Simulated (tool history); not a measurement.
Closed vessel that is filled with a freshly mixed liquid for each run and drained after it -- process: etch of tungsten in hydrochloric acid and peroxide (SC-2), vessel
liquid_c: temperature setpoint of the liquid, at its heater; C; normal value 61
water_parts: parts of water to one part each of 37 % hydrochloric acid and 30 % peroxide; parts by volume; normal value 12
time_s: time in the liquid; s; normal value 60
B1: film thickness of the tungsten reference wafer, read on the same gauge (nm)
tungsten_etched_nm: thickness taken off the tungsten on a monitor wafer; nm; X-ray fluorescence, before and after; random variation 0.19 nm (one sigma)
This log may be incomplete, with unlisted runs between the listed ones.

{"run": 1, "hour": 0.0, "liquid_c": 61, "water_parts": 12, "time_s": 60, "B1": 79.99, "tungsten_etched_nm": 26.3}
{"run": 2, "hour": 28.7, "liquid_c": 61, "water_parts": 12, "time_s": 60, "B1": 80, "tungsten_etched_nm": 25.88}
{"run": 3, "hour": 53.4, "liquid_c": 61, "water_parts": 12, "time_s": 60, "B1": 80, "tungsten_etched_nm": 26.37}
{"hour": 67.6, "done": "thermometer replaced"}
{"run": 4, "hour": 73.3, "liquid_c": 61, "water_parts": 12, "time_s": 60, "B1": 80, "tungsten_etched_nm": 23.28}
{"run": 5, "hour": 90.7, "liquid_c": 61, "water_parts": 12, "time_s": 60, "B1": 79.99, "tungsten_etched_nm": 23.16}
{"hour": 99.9, "done": "chemicals flow meter replaced"}
{"run": 6, "hour": 106.8, "liquid_c": 61, "water_parts": 12, "time_s": 40, "B1": 80, "tungsten_etched_nm": 15.43}
{"hour": 120.2, "done": "new drum of peroxide connected"}
{"run": 7, "hour": 131.4, "liquid_c": 61, "water_parts": 12, "time_s": 40, "B1": 79.99, "tungsten_etched_nm": 15.73}
{"run": 8, "hour": 149.0, "liquid_c": 61, "water_parts": 12, "time_s": 40, "B1": 79.99, "tungsten_etched_nm": 15.86}
{"hour": 160.8, "done": "gauge calibrated"}
{"run": 9, "hour": 171.1, "liquid_c": 61, "water_parts": 12, "time_s": 60, "B1": 80.02, "tungsten_etched_nm": 23.18}
{"run": 10, "hour": 183.9, "liquid_c": 61, "water_parts": 12, "time_s": 60, "B1": 80.02, "tungsten_etched_nm": 23.56}
{"run": 11, "hour": 210.4, "liquid_c": 56, "water_parts": 12, "time_s": 60, "B1": 79.98, "tungsten_etched_nm": 17.35}
{"run": 12, "hour": 231.5, "liquid_c": 68, "water_parts": 14, "time_s": 50, "B1": 79.98, "tungsten_etched_nm": 26.09}
{"run": 13, "hour": 252.7, "liquid_c": 56.5, "water_parts": 9.5, "time_s": 75, "B1": 79.99, "tungsten_etched_nm": 27.22}
{"run": 14, "hour": 284.2, "liquid_c": 61, "water_parts": 12, "time_s": 90, "B1": 80, "tungsten_etched_nm": 35.33}
{"run": 15, "hour": 305.4, "liquid_c": 71, "water_parts": 17.5, "time_s": 35, "B1": 80.03, "tungsten_etched_nm": 18.39}
{"run": 16, "hour": 334.3, "liquid_c": 69.5, "water_parts": 12, "time_s": 60, "B1": 79.99, "tungsten_etched_nm": 39.77}
{"run": 17, "hour": 352.8, "liquid_c": 61, "water_parts": 12, "time_s": 80, "B1": 80, "tungsten_etched_nm": 32.47}
{"run": 18, "hour": 372.8, "liquid_c": 56.5, "water_parts": 9, "time_s": 40, "B1": 80, "tungsten_etched_nm": 15.18}
{"run": 19, "hour": 402.2, "liquid_c": 67.5, "water_parts": 17.5, "time_s": 45, "B1": 79.99, "tungsten_etched_nm": 19.1}
{"run": 20, "hour": 432.6, "liquid_c": 56, "water_parts": 12, "time_s": 60, "B1": 80, "tungsten_etched_nm": 17.79}
{"run": 21, "hour": 467.8, "liquid_c": 61, "water_parts": 12, "time_s": 40, "B1": 79.98, "tungsten_etched_nm": 16.04}
{"run": 22, "hour": 501.1, "liquid_c": 53, "water_parts": 12, "time_s": 60, "B1": 79.97, "tungsten_etched_nm": 14.6}
{"run": 23, "hour": 525.0, "liquid_c": 61, "water_parts": 16, "time_s": 60, "B1": 80, "tungsten_etched_nm": 18.71}
{"run": 24, "hour": 554.4, "liquid_c": 61, "water_parts": 12, "time_s": 60, "B1": 80.02, "tungsten_etched_nm": 24.33}
{"run": 25, "hour": 582.5, "liquid_c": 61, "water_parts": 12, "time_s": 60, "B1": 80.02, "tungsten_etched_nm": 24.55}
{"run": 26, "hour": 613.8, "liquid_c": 61, "water_parts": 6.5, "time_s": 60, "B1": 80.02, "tungsten_etched_nm": 40.11}
{"run": 27, "hour": 639.0, "liquid_c": 54, "water_parts": 12, "time_s": 50, "B1": 80.01, "tungsten_etched_nm": 13.1}
{"run": 28, "hour": 660.2, "liquid_c": 68.5, "water_parts": 6.5, "time_s": 50, "B1": 80, "tungsten_etched_nm": 52.88}
{"run": 29, "hour": 673.1, "liquid_c": 61, "water_parts": 12, "time_s": 60, "B1": 80, "tungsten_etched_nm": 24.58}

Some steps in tungsten_etched_nm between neighbouring runs. How much of each would the tool show without its hidden state too (settings, what came in, random variation), and how much is left for the hidden state, with any gauge scatter that isn't in both results?
Hidden state present: liquid hotter than its thermometer reads (K); chemicals flow above the setpoint (%); peroxide weaker than its label (%); gauge reads high (%).
Run 3 -> 4: thermometer replaced. tungsten_etched_nm -3.09 nm: hidden state -3.12, all else +0.03.
Run 27 -> 28: liquid_c 54 -> 68.5, water_parts 12 -> 6.5. tungsten_etched_nm +39.78 nm: hidden state +2.21, all else +37.57.
Run 28 -> 29: liquid_c 68.5 -> 61, water_parts 6.5 -> 12, time_s 50 -> 60. tungsten_etched_nm -28.3 nm: hidden state -1.51, all else -26.79.
